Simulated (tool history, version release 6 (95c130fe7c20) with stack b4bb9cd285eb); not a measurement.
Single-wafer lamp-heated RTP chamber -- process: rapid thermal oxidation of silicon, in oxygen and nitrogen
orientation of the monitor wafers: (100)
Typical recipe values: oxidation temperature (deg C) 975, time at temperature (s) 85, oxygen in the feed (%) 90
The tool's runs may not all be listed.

run,hour,oxidation temperature (deg C),time at temperature (s),oxygen in the feed (%),wafers since the last listed run,wafers since the last pyrometer calibration,hours since the oxygen flow controller was replaced,hours since the gauge calibration,"read-back reference wafer on the same gauge, thickness",oxide thickness on the monitor wafer (angstrom)
1,0,975,85,90,0,2487,1434.1,1017.6,5.482,53.47
2,88.5,975,85,90,529,3017,1522.6,1106.1,5.472,53.58
3,135.5,975,85,90,280,3297,1569.6,1153.1,5.477,53.48
4,183.3,967,85,90,285,3583,1617.4,1200.9,5.48,50.8
5,355,967,85,90,1026,4610,1789.1,1372.6,5.478,51.31
6,429.7,975,85,98,446,5056,1863.8,1447.3,5.484,55.95
7,541.3,975,85,98,667,5723,1975.4,1558.9,5.477,56.11
# hour 597.3: pyrometer window cleaned and pyrometer calibrated
8,644.6,975,85,98,569,282,2078.7,1662.2,5.475,54.82
9,684.4,975,85,83,237,520,2118.5,1702,5.483,51.63
10,733.5,989,85,90,293,814,2167.6,1751.1,5.48,58.76
11,775.1,989,85,90,248,1062,2209.2,1792.7,5.477,59.36
# hour 783.1: gauge calibrated
12,834,975,85,90,352,1415,2268.1,50.9,5.479,53.27
13,894.1,975,85,71,359,1774,2328.2,111,5.476,49.47
# hour 948.2: oxygen flow controller replaced
14,948.7,962,43,90,278,2052,0.5,165.6,5.479,36.7
15,1030,1000,110,98,485,2538,81.8,246.9,5.485,74.94
16,1103.1,1004,49,98,436,2975,154.9,320,5.477,53.89
17,1150.2,975,71,90,281,3257,202,367.1,5.481,50.03
18,1201.5,975,85,90,306,3564,253.3,418.4,5.486,53.67
19,1257.7,975,61,90,335,3899,309.5,474.6,5.483,46.79
20,1314.6,975,85,90,340,4240,366.4,531.5,5.482,54.11
21,1360.2,961,104,70,272,4512,412,577.1,5.478,48.76
22,1456.3,1003,97,90,574,5087,508.1,673.2,5.483,70.78
# hour 1605.1: pyrometer window cleaned and pyrometer calibrated
23,1605.6,975,85,90,844,2,657.4,822.5,5.484,53.42

Each row is a separate what-if for the run after 23, all from the same tool condition, not one after another. Results?
A,1606.1,975,85,90,2,5,657.9,823,?,?
B,1606.1,949,126,98,2,5,657.9,823,?,?
C,1606.1,975,50,98,2,5,657.9,823,?,?
D,1606.1,991,61,63,2,5,657.9,823,?,?

run,"read-back reference wafer on the same gauge, thickness",oxide thickness on the monitor wafer (angstrom)
A,5.479,52.92
B,5.479,53.16
C,5.479,43.37
D,5.479,45.68
Without the tool's unlogged condition, the same runs would have read:
run,oxide thickness on the monitor wafer (angstrom)
A,52.72
B,52.95
C,43.22
D,45.52

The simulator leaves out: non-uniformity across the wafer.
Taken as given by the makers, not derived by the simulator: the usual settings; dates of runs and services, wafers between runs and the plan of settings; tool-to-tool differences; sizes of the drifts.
